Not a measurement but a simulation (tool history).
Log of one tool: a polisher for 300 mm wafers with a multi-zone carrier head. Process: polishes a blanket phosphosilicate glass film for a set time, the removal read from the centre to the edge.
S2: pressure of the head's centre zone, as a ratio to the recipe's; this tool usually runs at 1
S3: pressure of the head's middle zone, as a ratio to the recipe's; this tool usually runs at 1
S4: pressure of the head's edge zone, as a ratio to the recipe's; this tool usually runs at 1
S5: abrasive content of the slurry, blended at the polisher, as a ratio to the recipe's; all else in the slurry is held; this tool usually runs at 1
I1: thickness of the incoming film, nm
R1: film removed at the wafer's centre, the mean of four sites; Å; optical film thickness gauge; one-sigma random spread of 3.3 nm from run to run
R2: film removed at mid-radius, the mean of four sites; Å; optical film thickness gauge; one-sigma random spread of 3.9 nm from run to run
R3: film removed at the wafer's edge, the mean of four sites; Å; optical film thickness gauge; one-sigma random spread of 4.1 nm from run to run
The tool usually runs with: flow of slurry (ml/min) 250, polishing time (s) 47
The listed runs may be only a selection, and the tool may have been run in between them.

{"run": 1, "hour": 0.0, "flow of slurry (ml/min)": 250, "S2": 1.07, "S3": 1, "S4": 1, "S5": 1, "polishing time (s)": 47, "I1": 3557.9, "R1": 4027, "R2": 3791, "R3": 3703}
{"hour": 35.0, "done": "worn pad replaced by a new one"}
{"run": 2, "hour": 59.1, "flow of slurry (ml/min)": 315, "S2": 1, "S3": 1, "S4": 1, "S5": 1, "polishing time (s)": 39, "I1": 3700.8, "R1": 3363, "R2": 3358, "R3": 3313}
{"run": 3, "hour": 123.7, "flow of slurry (ml/min)": 315, "S2": 1, "S3": 1, "S4": 1, "S5": 1, "polishing time (s)": 39, "I1": 3626.7, "R1": 3335, "R2": 3262, "R3": 3238}
{"run": 4, "hour": 187.8, "flow of slurry (ml/min)": 315, "S2": 1, "S3": 1, "S4": 1, "S5": 1, "polishing time (s)": 39, "I1": 3561.1, "R1": 3263, "R2": 3133, "R3": 3111}
{"hour": 196.4, "done": "slurry nozzle cleaned"}
{"run": 5, "hour": 245.1, "flow of slurry (ml/min)": 250, "S2": 1, "S3": 1, "S4": 0.92, "S5": 1, "polishing time (s)": 47, "I1": 3568.1, "R1": 3686, "R2": 3646, "R3": 3530}
{"hour": 263.0, "done": "worn pad replaced by a new one"}
{"run": 6, "hour": 290.5, "flow of slurry (ml/min)": 250, "S2": 1, "S3": 1, "S4": 0.92, "S5": 1, "polishing time (s)": 47, "I1": 3655.8, "R1": 4038, "R2": 3920, "R3": 3827}
{"run": 7, "hour": 341.9, "flow of slurry (ml/min)": 250, "S2": 1, "S3": 1.05, "S4": 1, "S5": 1, "polishing time (s)": 47, "I1": 3595.6, "R1": 3975, "R2": 4027, "R3": 3934}
{"hour": 384.8, "done": "carrier head's membrane replaced by a new one"}
{"run": 8, "hour": 385.3, "flow of slurry (ml/min)": 250, "S2": 1, "S3": 1.05, "S4": 1, "S5": 1, "polishing time (s)": 47, "I1": 3663.1, "R1": 3901, "R2": 3899, "R3": 3797}
{"run": 9, "hour": 449.1, "flow of slurry (ml/min)": 250, "S2": 1, "S3": 1.05, "S4": 1, "S5": 1, "polishing time (s)": 47, "I1": 3658.7, "R1": 3808, "R2": 3827, "R3": 3714}
{"hour": 464.0, "done": "worn pad replaced by a new one"}
{"run": 10, "hour": 492.0, "flow of slurry (ml/min)": 250, "S2": 1, "S3": 1, "S4": 1, "S5": 1, "polishing time (s)": 47, "I1": 3651.1, "R1": 4088, "R2": 3979, "R3": 3949}
{"hour": 498.5, "done": "slurry nozzle cleaned"}
{"run": 11, "hour": 527.2, "flow of slurry (ml/min)": 250, "S2": 1, "S3": 1, "S4": 1.1, "S5": 1, "polishing time (s)": 47, "I1": 3595.4, "R1": 4027, "R2": 3875, "R3": 4157}
{"run": 12, "hour": 563.1, "flow of slurry (ml/min)": 250, "S2": 1, "S3": 1.05, "S4": 1, "S5": 1, "polishing time (s)": 47, "I1": 3649.3, "R1": 3983, "R2": 3946, "R3": 3818}
{"hour": 578.9, "done": "centre zone pressure recalibrated"}
{"run": 13, "hour": 655.7, "flow of slurry (ml/min)": 250, "S2": 1, "S3": 0.94, "S4": 1, "S5": 1, "polishing time (s)": 47, "I1": 3585.5, "R1": 3665, "R2": 3555, "R3": 3647}
{"hour": 680.2, "done": "worn pad replaced by a new one"}
{"run": 14, "hour": 688.1, "flow of slurry (ml/min)": 175, "S2": 0.94, "S3": 1, "S4": 1, "S5": 1, "polishing time (s)": 47, "I1": 3644.8, "R1": 3524, "R2": 3775, "R3": 3828}
{"run": 15, "hour": 741.7, "flow of slurry (ml/min)": 180, "S2": 1, "S3": 1, "S4": 1, "S5": 1, "polishing time (s)": 34, "I1": 3596.5, "R1": 2649, "R2": 2686, "R3": 2714}
{"hour": 767.4, "done": "slurry nozzle cleaned"}
{"hour": 788.9, "done": "edge zone pressure recalibrated"}
{"run": 16, "hour": 813.2, "flow of slurry (ml/min)": 180, "S2": 1, "S3": 0.92, "S4": 1, "S5": 1, "polishing time (s)": 47, "I1": 3555.2, "R1": 3572, "R2": 3427, "R3": 3633}
{"hour": 863.0, "done": "worn pad replaced by a new one"}
{"run": 17, "hour": 869.6, "flow of slurry (ml/min)": 250, "S2": 1, "S3": 0.89, "S4": 1, "S5": 1, "polishing time (s)": 47, "I1": 3654.2, "R1": 3972, "R2": 3673, "R3": 3956}
{"run": 18, "hour": 935.7, "flow of slurry (ml/min)": 250, "S2": 1, "S3": 1, "S4": 1.04, "S5": 1, "polishing time (s)": 33, "I1": 3613.5, "R1": 2704, "R2": 2781, "R3": 2797}
{"run": 19, "hour": 975.9, "flow of slurry (ml/min)": 250, "S2": 0.91, "S3": 1, "S4": 1, "S5": 1.3, "polishing time (s)": 47, "I1": 3642.2, "R1": 3837, "R2": 4233, "R3": 4162}
{"run": 20, "hour": 1006.8, "flow of slurry (ml/min)": 220, "S2": 1, "S3": 1, "S4": 1.08, "S5": 0.7, "polishing time (s)": 39, "I1": 3579.4, "R1": 2711, "R2": 2717, "R3": 2882}
{"run": 21, "hour": 1037.0, "flow of slurry (ml/min)": 180, "S2": 1, "S3": 0.92, "S4": 1, "S5": 1, "polishing time (s)": 47, "I1": 3654.1, "R1": 3705, "R2": 3362, "R3": 3686}

Alternative continuations, all from the tool just after run 21; predict every row:
{"run": "A", "hour": 1037.4, "flow of slurry (ml/min)": 250, "S2": 1, "S3": 1, "S4": 1, "S5": 0.9, "polishing time (s)": 47, "I1": 3647.7, "R1": "?", "R2": "?", "R3": "?"}
{"run": "B", "hour": 1037.4, "flow of slurry (ml/min)": 250, "S2": 1, "S3": 1, "S4": 1, "S5": 1.1, "polishing time (s)": 37, "I1": 3647.7, "R1": "?", "R2": "?", "R3": "?"}
{"run": "C", "hour": 1037.4, "flow of slurry (ml/min)": 280, "S2": 1, "S3": 1, "S4": 0.91, "S5": 1.3, "polishing time (s)": 36, "I1": 3647.7, "R1": "?", "R2": "?", "R3": "?"}

run=A R1=3632 R2=3542 R3=3592
run=B R1=3076 R2=3000 R3=3042
run=C R1=3208 R2=3126 R3=3030
With no hidden state in the tool, these same runs would have given:
run=A R1=3858 R2=3813 R3=3866
run=B R1=3267 R2=3229 R3=3274
run=C R1=3407 R2=3364 R3=3261
